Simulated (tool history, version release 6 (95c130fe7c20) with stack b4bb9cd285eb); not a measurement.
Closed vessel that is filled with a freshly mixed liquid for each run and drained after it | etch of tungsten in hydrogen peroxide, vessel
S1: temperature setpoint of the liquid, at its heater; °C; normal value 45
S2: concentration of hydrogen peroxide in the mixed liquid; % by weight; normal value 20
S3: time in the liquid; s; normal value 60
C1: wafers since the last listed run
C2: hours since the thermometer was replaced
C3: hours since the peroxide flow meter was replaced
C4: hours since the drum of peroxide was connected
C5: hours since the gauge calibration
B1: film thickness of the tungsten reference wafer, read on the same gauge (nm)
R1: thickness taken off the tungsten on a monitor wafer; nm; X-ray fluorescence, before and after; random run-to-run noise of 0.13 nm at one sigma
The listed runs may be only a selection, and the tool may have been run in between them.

{"run": 1, "hour": 0.0, "S1": 45, "S2": 20, "S3": 70, "C1": 0, "C2": 1791.5, "C3": 1681.1, "C4": 802.5, "C5": 128.7, "B1": 130.01, "R1": 65.15}
{"run": 2, "hour": 30.3, "S1": 45, "S2": 20, "S3": 70, "C1": 2670, "C2": 1821.8, "C3": 1711.4, "C4": 832.8, "C5": 159, "B1": 129.99, "R1": 65.07}
{"hour": 48.4, "done": "gauge calibrated"}
{"run": 3, "hour": 49.6, "S1": 45, "S2": 20, "S3": 70, "C1": 1701, "C2": 1841.1, "C3": 1730.7, "C4": 852.1, "C5": 1.2, "B1": 130.05, "R1": 65.07}
{"run": 4, "hour": 71.2, "S1": 45, "S2": 20, "S3": 85, "C1": 1903, "C2": 1862.7, "C3": 1752.3, "C4": 873.7, "C5": 22.8, "B1": 130, "R1": 79.07}
{"run": 5, "hour": 87.6, "S1": 45, "S2": 20, "S3": 85, "C1": 1445, "C2": 1879.1, "C3": 1768.7, "C4": 890.1, "C5": 39.2, "B1": 129.98, "R1": 79.54}
{"run": 6, "hour": 100.1, "S1": 45, "S2": 20, "S3": 60, "C1": 1101, "C2": 1891.6, "C3": 1781.2, "C4": 902.6, "C5": 51.7, "B1": 130.06, "R1": 55.9}
{"run": 7, "hour": 132.1, "S1": 45, "S2": 20, "S3": 60, "C1": 2820, "C2": 1923.6, "C3": 1813.2, "C4": 934.6, "C5": 83.7, "B1": 129.98, "R1": 55.79}
{"run": 8, "hour": 155.7, "S1": 54, "S2": 15, "S3": 30, "C1": 2079, "C2": 1947.2, "C3": 1836.8, "C4": 958.2, "C5": 107.3, "B1": 129.99, "R1": 41.74}
{"run": 9, "hour": 177.7, "S1": 38, "S2": 16.5, "S3": 90, "C1": 1938, "C2": 1969.2, "C3": 1858.8, "C4": 980.2, "C5": 129.3, "B1": 130.02, "R1": 48.55}
{"hour": 183.1, "done": "peroxide flow meter replaced"}
{"hour": 189.1, "done": "new drum of peroxide connected"}
{"run": 10, "hour": 191.7, "S1": 38.5, "S2": 20, "S3": 35, "C1": 1057, "C2": 1983.2, "C3": 8.6, "C4": 2.6, "C5": 143.3, "B1": 130.06, "R1": 22.75}
{"hour": 202.2, "done": "thermometer replaced"}
{"hour": 231.3, "done": "gauge calibrated"}
{"run": 11, "hour": 260.2, "S1": 36, "S2": 20, "S3": 45, "C1": 5949, "C2": 58, "C3": 77.1, "C4": 71.1, "C5": 28.9, "B1": 130.03, "R1": 23.07}
{"run": 12, "hour": 280.7, "S1": 45, "S2": 23, "S3": 95, "C1": 1806, "C2": 78.5, "C3": 97.6, "C4": 91.6, "C5": 49.4, "B1": 130.01, "R1": 93.54}
{"run": 13, "hour": 307.6, "S1": 45, "S2": 20, "S3": 60, "C1": 2370, "C2": 105.4, "C3": 124.5, "C4": 118.5, "C5": 76.3, "B1": 129.97, "R1": 55.05}
{"run": 14, "hour": 324.1, "S1": 54, "S2": 15.5, "S3": 60, "C1": 1454, "C2": 121.9, "C3": 141, "C4": 135, "C5": 92.8, "B1": 129.97, "R1": 83.81}

Alternative continuations, all from the tool just after run 14; predict every row:
{"run": "A", "hour": 324.8, "S1": 45, "S2": 20, "S3": 60, "C1": 61, "C2": 122.6, "C3": 141.7, "C4": 135.7, "C5": 93.5, "B1": "?", "R1": "?"}
{"run": "B", "hour": 324.8, "S1": 41.5, "S2": 15, "S3": 30, "C1": 61, "C2": 122.6, "C3": 141.7, "C4": 135.7, "C5": 93.5, "B1": "?", "R1": "?"}
{"run": "C", "hour": 324.8, "S1": 41.5, "S2": 25, "S3": 75, "C1": 61, "C2": 122.6, "C3": 141.7, "C4": 135.7, "C5": 93.5, "B1": "?", "R1": "?"}
{"run": "D", "hour": 324.8, "S1": 41.5, "S2": 25, "S3": 85, "C1": 61, "C2": 122.6, "C3": 141.7, "C4": 135.7, "C5": 93.5, "B1": "?", "R1": "?"}

run=A B1=129.97 R1=55.27
run=B B1=129.97 R1=19.15
run=C B1=129.97 R1=61.82
run=D B1=129.97 R1=70.06
With the hidden condition removed and each run's random variation left untouched, the same runs would have given:
run=A R1=54.68
run=B R1=18.94
run=C R1=61.13
run=D R1=69.28
